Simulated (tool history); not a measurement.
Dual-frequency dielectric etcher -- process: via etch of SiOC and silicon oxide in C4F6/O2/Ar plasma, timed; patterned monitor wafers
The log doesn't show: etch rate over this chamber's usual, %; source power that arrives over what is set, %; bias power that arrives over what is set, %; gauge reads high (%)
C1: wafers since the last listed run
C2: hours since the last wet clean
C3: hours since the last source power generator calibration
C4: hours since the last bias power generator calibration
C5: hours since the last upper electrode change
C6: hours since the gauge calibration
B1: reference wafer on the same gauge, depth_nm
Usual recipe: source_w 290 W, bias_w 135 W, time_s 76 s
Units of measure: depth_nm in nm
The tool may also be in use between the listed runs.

{"run": 1, "hour": 0.0, "source_w": 290, "bias_w": 148, "time_s": 76, "C1": 0, "C2": 98.1, "C3": 1447.1, "C4": 1072.5, "C5": 1342, "C6": 2181, "B1": 80.3, "depth_nm": 71.6}
{"run": 2, "hour": 86.7, "source_w": 290, "bias_w": 148, "time_s": 76, "C1": 689, "C2": 184.8, "C3": 1533.8, "C4": 1159.2, "C5": 1428.7, "C6": 2267.7, "B1": 80.3, "depth_nm": 71.4}
{"run": 3, "hour": 184.1, "source_w": 290, "bias_w": 135, "time_s": 76, "C1": 774, "C2": 282.2, "C3": 1631.2, "C4": 1256.6, "C5": 1526.1, "C6": 2365.1, "B1": 80.3, "depth_nm": 69.7}
{"run": 4, "hour": 270.1, "source_w": 290, "bias_w": 135, "time_s": 68.5, "C1": 683, "C2": 368.2, "C3": 1717.2, "C4": 1342.6, "C5": 1612.1, "C6": 2451.1, "B1": 80.2, "depth_nm": 62.9}
{"run": 5, "hour": 372.3, "source_w": 290, "bias_w": 135, "time_s": 68.5, "C1": 812, "C2": 470.4, "C3": 1819.4, "C4": 1444.8, "C5": 1714.3, "C6": 2553.3, "B1": 80.3, "depth_nm": 63.1}
{"run": 6, "hour": 413.7, "source_w": 290, "bias_w": 135, "time_s": 76, "C1": 329, "C2": 511.8, "C3": 1860.8, "C4": 1486.2, "C5": 1755.7, "C6": 2594.7, "B1": 80.3, "depth_nm": 70}
{"run": 7, "hour": 477.0, "source_w": 240, "bias_w": 135, "time_s": 76, "C1": 503, "C2": 575.1, "C3": 1924.1, "C4": 1549.5, "C5": 1819, "C6": 2658, "B1": 80.3, "depth_nm": 65.8}
{"run": 8, "hour": 544.2, "source_w": 290, "bias_w": 135, "time_s": 76, "C1": 534, "C2": 642.3, "C3": 1991.3, "C4": 1616.7, "C5": 1886.2, "C6": 2725.2, "B1": 80.3, "depth_nm": 70}
{"run": 9, "hour": 651.5, "source_w": 290, "bias_w": 150, "time_s": 70.5, "C1": 852, "C2": 749.6, "C3": 2098.6, "C4": 1724, "C5": 1993.5, "C6": 2832.5, "B1": 80.4, "depth_nm": 66.7}
{"hour": 707.0, "done": "source power generator calibrated"}
{"hour": 715.6, "done": "wet clean of the chamber"}
{"run": 10, "hour": 730.1, "source_w": 330, "bias_w": 152, "time_s": 76, "C1": 524, "C2": 14.5, "C3": 23.1, "C4": 1802.6, "C5": 2072.1, "C6": 2911.1, "B1": 80.4, "depth_nm": 74.2}
{"run": 11, "hour": 780.5, "source_w": 260, "bias_w": 135, "time_s": 98, "C1": 400, "C2": 64.9, "C3": 73.5, "C4": 1853, "C5": 2122.5, "C6": 2961.5, "B1": 80.2, "depth_nm": 86.2}
{"run": 12, "hour": 829.7, "source_w": 240, "bias_w": 107, "time_s": 56.5, "C1": 391, "C2": 114.1, "C3": 122.7, "C4": 1902.2, "C5": 2171.7, "C6": 3010.7, "B1": 80.4, "depth_nm": 45.9}
{"run": 13, "hour": 1035.3, "source_w": 240, "bias_w": 135, "time_s": 76, "C1": 1634, "C2": 319.7, "C3": 328.3, "C4": 2107.8, "C5": 2377.3, "C6": 3216.3, "B1": 80.3, "depth_nm": 65.6}
{"run": 14, "hour": 1110.5, "source_w": 290, "bias_w": 135, "time_s": 76, "C1": 597, "C2": 394.9, "C3": 403.5, "C4": 2183, "C5": 2452.5, "C6": 3291.5, "B1": 80.3, "depth_nm": 69.4}
{"run": 15, "hour": 1210.7, "source_w": 290, "bias_w": 117, "time_s": 76, "C1": 796, "C2": 495.1, "C3": 503.7, "C4": 2283.2, "C5": 2552.7, "C6": 3391.7, "B1": 80.4, "depth_nm": 67}
{"run": 16, "hour": 1300.9, "source_w": 290, "bias_w": 151, "time_s": 98.5, "C1": 716, "C2": 585.3, "C3": 593.9, "C4": 2373.4, "C5": 2642.9, "C6": 3481.9, "B1": 80.3, "depth_nm": 92.5}
{"run": 17, "hour": 1353.9, "source_w": 290, "bias_w": 124, "time_s": 57, "C1": 421, "C2": 638.3, "C3": 646.9, "C4": 2426.4, "C5": 2695.9, "C6": 3534.9, "B1": 80.3, "depth_nm": 50.8}
{"run": 18, "hour": 1429.4, "source_w": 290, "bias_w": 112, "time_s": 76, "C1": 600, "C2": 713.8, "C3": 722.4, "C4": 2501.9, "C5": 2771.4, "C6": 3610.4, "B1": 80.3, "depth_nm": 66.3}
{"hour": 1468.7, "done": "wet clean of the chamber"}
{"run": 19, "hour": 1527.5, "source_w": 270, "bias_w": 135, "time_s": 76, "C1": 589, "C2": 58.8, "C3": 820.5, "C4": 2600, "C5": 2869.5, "C6": 3708.5, "B1": 80.3, "depth_nm": 68}
{"run": 20, "hour": 1569.2, "source_w": 220, "bias_w": 135, "time_s": 76, "C1": 331, "C2": 100.5, "C3": 862.2, "C4": 2641.7, "C5": 2911.2, "C6": 3750.2, "B1": 80.2, "depth_nm": 64.3}
{"hour": 1619.1, "done": "gauge calibrated"}
{"hour": 1665.9, "done": "upper electrode replaced"}
{"run": 21, "hour": 1675.1, "source_w": 310, "bias_w": 118, "time_s": 82.5, "C1": 651, "C2": 206.4, "C3": 968.1, "C4": 2747.6, "C5": 9.2, "C6": 56, "B1": 80.3, "depth_nm": 74.5}
{"run": 22, "hour": 1741.2, "source_w": 250, "bias_w": 144, "time_s": 66.5, "C1": 525, "C2": 272.5, "C3": 1034.2, "C4": 2813.7, "C5": 75.3, "C6": 122.1, "B1": 80.3, "depth_nm": 59}
{"hour": 1823.0, "done": "bias power generator calibrated"}
{"run": 23, "hour": 1964.0, "source_w": 350, "bias_w": 158, "time_s": 58, "C1": 1739, "C2": 495.3, "C3": 1257, "C4": 141, "C5": 298.1, "C6": 344.9, "B1": 80.3, "depth_nm": 59.4}
{"run": 24, "hour": 2238.5, "source_w": 290, "bias_w": 135, "time_s": 76, "C1": 2181, "C2": 769.8, "C3": 1531.5, "C4": 415.5, "C5": 572.6, "C6": 619.4, "B1": 80.3, "depth_nm": 70.5}
{"hour": 2284.7, "done": "wet clean of the chamber"}
{"run": 25, "hour": 2324.8, "source_w": 240, "bias_w": 115, "time_s": 76, "C1": 495, "C2": 40.1, "C3": 1617.8, "C4": 501.8, "C5": 658.9, "C6": 705.7, "B1": 80.3, "depth_nm": 63.6}
{"run": 26, "hour": 2374.5, "source_w": 290, "bias_w": 135, "time_s": 76, "C1": 395, "C2": 89.8, "C3": 1667.5, "C4": 551.5, "C5": 708.6, "C6": 755.4, "B1": 80.3, "depth_nm": 70.5}
{"run": 27, "hour": 2482.0, "source_w": 250, "bias_w": 144, "time_s": 66.5, "C1": 854, "C2": 197.3, "C3": 1775, "C4": 659, "C5": 816.1, "C6": 862.9, "B1": 80.3, "depth_nm": 59.5}
{"run": 28, "hour": 2567.9, "source_w": 290, "bias_w": 116, "time_s": 59.5, "C1": 682, "C2": 283.2, "C3": 1860.9, "C4": 744.9, "C5": 902, "C6": 948.8, "B1": 80.2, "depth_nm": 52.9}
{"run": 29, "hour": 2610.7, "source_w": 220, "bias_w": 161, "time_s": 58, "C1": 340, "C2": 326, "C3": 1903.7, "C4": 787.7, "C5": 944.8, "C6": 991.6, "B1": 80.3, "depth_nm": 51.4}

Each row is a separate what-if for the run after 29, all from the same tool condition, not one after another. Results?
{"run": "A", "hour": 2611.1, "source_w": 290, "bias_w": 135, "time_s": 76, "C1": 3, "C2": 326.4, "C3": 1904.1, "C4": 788.1, "C5": 945.2, "C6": 992, "B1": "?", "depth_nm": "?"}
{"run": "B", "hour": 2611.1, "source_w": 260, "bias_w": 114, "time_s": 87, "C1": 3, "C2": 326.4, "C3": 1904.1, "C4": 788.1, "C5": 945.2, "C6": 992, "B1": "?", "depth_nm": "?"}
{"run": "C", "hour": 2611.1, "source_w": 230, "bias_w": 135, "time_s": 86.5, "C1": 3, "C2": 326.4, "C3": 1904.1, "C4": 788.1, "C5": 945.2, "C6": 992, "B1": "?", "depth_nm": "?"}
{"run": "D", "hour": 2611.1, "source_w": 240, "bias_w": 105, "time_s": 76, "C1": 3, "C2": 326.4, "C3": 1904.1, "C4": 788.1, "C5": 945.2, "C6": 992, "B1": "?", "depth_nm": "?"}

run=A B1=80.3 depth_nm=70.2
run=B B1=80.3 depth_nm=74.7
run=C B1=80.3 depth_nm=74.6
run=D B1=80.3 depth_nm=62.6
The same runs, with their run-to-run variation unchanged, on a tool lacking any hidden condition would have given:
run=A depth_nm=69.9
run=B depth_nm=74.4
run=C depth_nm=74.3
run=D depth_nm=62.3
